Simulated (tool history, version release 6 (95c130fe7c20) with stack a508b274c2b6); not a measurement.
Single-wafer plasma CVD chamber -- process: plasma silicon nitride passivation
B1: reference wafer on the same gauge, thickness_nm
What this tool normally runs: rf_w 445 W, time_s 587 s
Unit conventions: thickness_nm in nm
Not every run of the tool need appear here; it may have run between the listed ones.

{"run": 1, "hour": 0.0, "rf_w": 445, "time_s": 513, "B1": 966.095, "thickness_nm": 712.827}
{"run": 2, "hour": 17.0, "rf_w": 445, "time_s": 513, "B1": 964.952, "thickness_nm": 716.341}
{"run": 3, "hour": 32.6, "rf_w": 445, "time_s": 587, "B1": 962.679, "thickness_nm": 823.496}
{"run": 4, "hour": 49.0, "rf_w": 445, "time_s": 587, "B1": 964.638, "thickness_nm": 830.075}
{"run": 5, "hour": 61.1, "rf_w": 445, "time_s": 587, "B1": 965.59, "thickness_nm": 818.05}
{"run": 6, "hour": 68.3, "rf_w": 445, "time_s": 587, "B1": 965.482, "thickness_nm": 814.765}
{"run": 7, "hour": 77.4, "rf_w": 445, "time_s": 611, "B1": 965.099, "thickness_nm": 854.439}
{"run": 8, "hour": 86.0, "rf_w": 445, "time_s": 611, "B1": 964.994, "thickness_nm": 855.51}
{"run": 9, "hour": 98.3, "rf_w": 445, "time_s": 501, "B1": 963.233, "thickness_nm": 702.079}
{"run": 10, "hour": 124.1, "rf_w": 445, "time_s": 653, "B1": 966.188, "thickness_nm": 911.779}
{"run": 11, "hour": 138.5, "rf_w": 445, "time_s": 653, "B1": 966.394, "thickness_nm": 911.44}
{"run": 12, "hour": 145.4, "rf_w": 445, "time_s": 587, "B1": 960.997, "thickness_nm": 828.23}
{"run": 13, "hour": 162.2, "rf_w": 445, "time_s": 587, "B1": 965.675, "thickness_nm": 826.168}
{"run": 14, "hour": 169.1, "rf_w": 445, "time_s": 554, "B1": 965.721, "thickness_nm": 770.666}
{"run": 15, "hour": 184.3, "rf_w": 445, "time_s": 554, "B1": 965.119, "thickness_nm": 783.936}
{"run": 16, "hour": 197.1, "rf_w": 445, "time_s": 554, "B1": 967.431, "thickness_nm": 769.475}
{"run": 17, "hour": 208.4, "rf_w": 445, "time_s": 587, "B1": 962.888, "thickness_nm": 823.065}
{"run": 18, "hour": 218.2, "rf_w": 445, "time_s": 587, "B1": 963.683, "thickness_nm": 822.189}
{"hour": 218.4, "done": "gauge calibrated"}
{"run": 19, "hour": 228.2, "rf_w": 445, "time_s": 587, "B1": 966.443, "thickness_nm": 828.695}
{"run": 20, "hour": 240.4, "rf_w": 445, "time_s": 587, "B1": 966.638, "thickness_nm": 828.26}
{"run": 21, "hour": 254.0, "rf_w": 510, "time_s": 551, "B1": 962.397, "thickness_nm": 800.437}
{"run": 22, "hour": 261.6, "rf_w": 360, "time_s": 622, "B1": 962.297, "thickness_nm": 839.463}
{"run": 23, "hour": 301.1, "rf_w": 525, "time_s": 639, "B1": 966.124, "thickness_nm": 921.072}
{"run": 24, "hour": 312.3, "rf_w": 520, "time_s": 647, "B1": 965.321, "thickness_nm": 930.044}
{"run": 25, "hour": 347.2, "rf_w": 445, "time_s": 505, "B1": 967.365, "thickness_nm": 706.093}
{"run": 26, "hour": 355.9, "rf_w": 485, "time_s": 502, "B1": 968.786, "thickness_nm": 721.42}
{"hour": 367.7, "done": "showerhead replaced"}
{"hour": 374.8, "done": "RF generator calibrated"}
{"run": 27, "hour": 375.3, "rf_w": 475, "time_s": 618, "B1": 964.759, "thickness_nm": 874.576}
{"run": 28, "hour": 382.7, "rf_w": 445, "time_s": 587, "B1": 965.8, "thickness_nm": 815.552}
{"run": 29, "hour": 392.7, "rf_w": 445, "time_s": 587, "B1": 966.734, "thickness_nm": 820.877}
{"run": 30, "hour": 398.9, "rf_w": 445, "time_s": 587, "B1": 960.727, "thickness_nm": 825.388}
{"run": 31, "hour": 415.2, "rf_w": 445, "time_s": 587, "B1": 964.314, "thickness_nm": 818.943}
{"run": 32, "hour": 430.1, "rf_w": 395, "time_s": 475, "B1": 965.13, "thickness_nm": 653.294}
{"run": 33, "hour": 444.6, "rf_w": 500, "time_s": 500, "B1": 962.4, "thickness_nm": 716.716}
{"run": 34, "hour": 459.4, "rf_w": 500, "time_s": 547, "B1": 964.627, "thickness_nm": 787.568}
{"run": 35, "hour": 466.6, "rf_w": 490, "time_s": 482, "B1": 966.814, "thickness_nm": 693.04}
{"run": 36, "hour": 480.9, "rf_w": 485, "time_s": 524, "B1": 968.498, "thickness_nm": 748.88}
{"run": 37, "hour": 496.9, "rf_w": 530, "time_s": 529, "B1": 964.684, "thickness_nm": 766.094}
{"run": 38, "hour": 504.3, "rf_w": 445, "time_s": 587, "B1": 964.266, "thickness_nm": 824.275}
{"run": 39, "hour": 516.5, "rf_w": 445, "time_s": 470, "B1": 965.319, "thickness_nm": 659.697}
{"run": 40, "hour": 528.0, "rf_w": 475, "time_s": 587, "B1": 966.515, "thickness_nm": 826.851}
{"run": 41, "hour": 540.2, "rf_w": 475, "time_s": 671, "B1": 964.991, "thickness_nm": 952.908}

5 options for the next run, each taken on its own from the tool as it stands now. Forecast them:
{"run": "A", "hour": 540.8, "rf_w": 500, "time_s": 587, "B1": "?", "thickness_nm": "?"}
{"run": "B", "hour": 540.8, "rf_w": 445, "time_s": 690, "B1": "?", "thickness_nm": "?"}
{"run": "C", "hour": 540.8, "rf_w": 365, "time_s": 472, "B1": "?", "thickness_nm": "?"}
{"run": "D", "hour": 540.8, "rf_w": 505, "time_s": 629, "B1": "?", "thickness_nm": "?"}
{"run": "E", "hour": 540.8, "rf_w": 380, "time_s": 674, "B1": "?", "thickness_nm": "?"}

run=A B1=963.945 thickness_nm=841.371
run=B B1=963.945 thickness_nm=967.379
run=C B1=963.945 thickness_nm=638.740
run=D B1=963.945 thickness_nm=903.314
run=E B1=963.945 thickness_nm=918.469
What these runs would have given with no unlogged condition in the tool:
run=A thickness_nm=841.371
run=B thickness_nm=967.379
run=C thickness_nm=638.740
run=D thickness_nm=903.314
run=E thickness_nm=918.469
